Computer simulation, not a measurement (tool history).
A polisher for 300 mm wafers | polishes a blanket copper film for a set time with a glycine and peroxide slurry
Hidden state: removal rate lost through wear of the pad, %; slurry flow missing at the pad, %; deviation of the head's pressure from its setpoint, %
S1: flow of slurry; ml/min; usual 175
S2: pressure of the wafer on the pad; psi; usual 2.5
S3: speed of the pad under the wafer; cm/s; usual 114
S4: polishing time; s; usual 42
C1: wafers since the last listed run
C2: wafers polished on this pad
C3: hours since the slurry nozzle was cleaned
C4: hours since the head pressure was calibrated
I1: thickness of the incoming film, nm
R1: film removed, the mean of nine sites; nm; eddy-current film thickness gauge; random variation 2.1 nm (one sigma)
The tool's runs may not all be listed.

{"run": 1, "hour": 0.0, "S1": 175, "S2": 2.5, "S3": 128, "S4": 42, "C1": 0, "C2": 1379, "C3": 261.6, "C4": 679.0, "I1": 1993.4, "R1": 209.0}
{"run": 2, "hour": 47.4, "S1": 175, "S2": 2.1, "S3": 114, "S4": 42, "C1": 273, "C2": 1652, "C3": 309.0, "C4": 726.4, "I1": 2006.3, "R1": 176.4}
{"run": 3, "hour": 137.8, "S1": 175, "S2": 2.5, "S3": 144, "S4": 42, "C1": 521, "C2": 2173, "C3": 399.4, "C4": 816.8, "I1": 2023.0, "R1": 222.6}
{"hour": 182.0, "done": "worn pad replaced by a new one"}
{"run": 4, "hour": 208.7, "S1": 175, "S2": 2.5, "S3": 144, "S4": 42, "C1": 385, "C2": 154, "C3": 470.3, "C4": 887.7, "I1": 2004.8, "R1": 222.4}
{"hour": 226.9, "done": "head pressure recalibrated"}
{"run": 5, "hour": 305.0, "S1": 175, "S2": 2.5, "S3": 114, "S4": 42, "C1": 543, "C2": 697, "C3": 566.6, "C4": 78.1, "I1": 2035.7, "R1": 186.5}
{"hour": 382.2, "done": "slurry nozzle cleaned"}
{"run": 6, "hour": 385.2, "S1": 175, "S2": 2.5, "S3": 114, "S4": 42, "C1": 456, "C2": 1154, "C3": 3.0, "C4": 158.3, "I1": 2036.9, "R1": 199.4}
{"run": 7, "hour": 482.4, "S1": 175, "S2": 2.5, "S3": 114, "S4": 42, "C1": 560, "C2": 1715, "C3": 100.2, "C4": 255.5, "I1": 2025.5, "R1": 198.3}
{"run": 8, "hour": 580.9, "S1": 175, "S2": 2.5, "S3": 114, "S4": 42, "C1": 568, "C2": 2283, "C3": 198.7, "C4": 354.0, "I1": 2027.6, "R1": 196.4}
{"hour": 633.2, "done": "worn pad replaced by a new one"}
{"run": 9, "hour": 649.6, "S1": 175, "S2": 2.5, "S3": 114, "S4": 42, "C1": 373, "C2": 94, "C3": 267.4, "C4": 422.7, "I1": 2036.1, "R1": 191.9}
{"run": 10, "hour": 763.9, "S1": 175, "S2": 2.5, "S3": 114, "S4": 42, "C1": 659, "C2": 753, "C3": 381.7, "C4": 537.0, "I1": 2031.0, "R1": 188.6}
{"run": 11, "hour": 854.9, "S1": 175, "S2": 2.5, "S3": 114, "S4": 42, "C1": 524, "C2": 1278, "C3": 472.7, "C4": 628.0, "I1": 2023.2, "R1": 188.6}
{"run": 12, "hour": 929.9, "S1": 175, "S2": 2.5, "S3": 114, "S4": 54, "C1": 432, "C2": 1711, "C3": 547.7, "C4": 703.0, "I1": 2064.1, "R1": 242.8}
{"run": 13, "hour": 966.4, "S1": 175, "S2": 2.5, "S3": 114, "S4": 54, "C1": 210, "C2": 1921, "C3": 584.2, "C4": 739.5, "I1": 2011.1, "R1": 235.9}
{"hour": 1000.9, "done": "slurry nozzle cleaned"}
{"run": 14, "hour": 1060.5, "S1": 175, "S2": 2.5, "S3": 114, "S4": 54, "C1": 536, "C2": 2458, "C3": 59.6, "C4": 833.6, "I1": 2014.2, "R1": 259.1}
{"hour": 1081.2, "done": "worn pad replaced by a new one"}
{"run": 15, "hour": 1161.7, "S1": 175, "S2": 2.5, "S3": 114, "S4": 54, "C1": 560, "C2": 464, "C3": 160.8, "C4": 934.8, "I1": 2036.9, "R1": 244.8}
{"run": 16, "hour": 1229.1, "S1": 125, "S2": 2.5, "S3": 74, "S4": 42, "C1": 388, "C2": 853, "C3": 228.2, "C4": 1002.2, "I1": 2022.7, "R1": 137.9}
{"run": 17, "hour": 1292.1, "S1": 175, "S2": 3.2, "S3": 140, "S4": 49, "C1": 363, "C2": 1216, "C3": 291.2, "C4": 1065.2, "I1": 2052.9, "R1": 290.0}

The next listed run, before its measurement:
{"hour": 1312.5, "done": "head pressure recalibrated"}
{"run": 18, "hour": 1362.7, "S1": 175, "S2": 3.2, "S3": 140, "S4": 49, "C1": 395, "C2": 1612, "C3": 361.8, "C4": 50.2, "I1": 2062.3, "R1": "?"}

{"run 18": {"R1": 289.1}}
Without the tool's hidden state the same run would have given R1 304.6 nm.
